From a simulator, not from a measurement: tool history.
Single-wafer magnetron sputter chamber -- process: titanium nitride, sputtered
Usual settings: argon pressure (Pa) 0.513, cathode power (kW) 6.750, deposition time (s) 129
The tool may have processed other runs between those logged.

run	hour	argon pressure (Pa)	cathode power (kW)	deposition time (s)	read-back reference wafer on the same gauge, thickness_nm	mean film thickness on the monitor wafer (angstrom)
1	0.0	0.635	6.750	114	173.891	1278.50
2	58.1	0.513	6.750	129	173.880	1499.42
3	146.5	0.513	6.750	129	173.982	1486.76
4	190.2	0.513	6.750	129	174.125	1486.81
5	252.1	0.513	6.750	129	173.917	1472.45
6	298.3	0.513	6.750	129	174.272	1474.66
7	389.7	0.513	6.750	129	173.924	1476.14
8	430.6	0.513	6.750	129	174.208	1468.36
# hour 484.7: sputter target and shields replaced
9	523.1	0.513	6.750	129	174.142	1512.58
10	561.1	0.513	6.750	129	173.983	1513.31
11	615.1	0.513	6.750	129	173.839	1504.59
# hour 630.7: capacitance manometer re-zeroed and calibrated
12	652.3	0.513	6.750	129	174.111	1498.68
13	719.7	0.513	6.750	129	173.846	1481.30
# hour 749.2: gauge calibrated
14	758.6	0.513	6.750	129	174.076	1479.08
15	859.9	0.661	6.300	129	174.102	1293.68
16	933.1	0.513	7.850	104	174.043	1373.52
# hour 963.8: sputter target and shields replaced
17	1027.7	0.448	6.750	129	173.875	1551.25
18	1103.9	0.513	6.750	129	173.964	1504.07

Estimate the outcome of run 19 from the log above:
19	1200.9	0.633	6.750	129	?	?

{"run 19": {"read-back reference wafer on the same gauge, thickness_nm": 174.004, "mean film thickness on the monitor wafer (angstrom)": 1419.05}}
Had the tool carried no hidden state, the very same run would have given mean film thickness on the monitor wafer (angstrom) 1475.08.
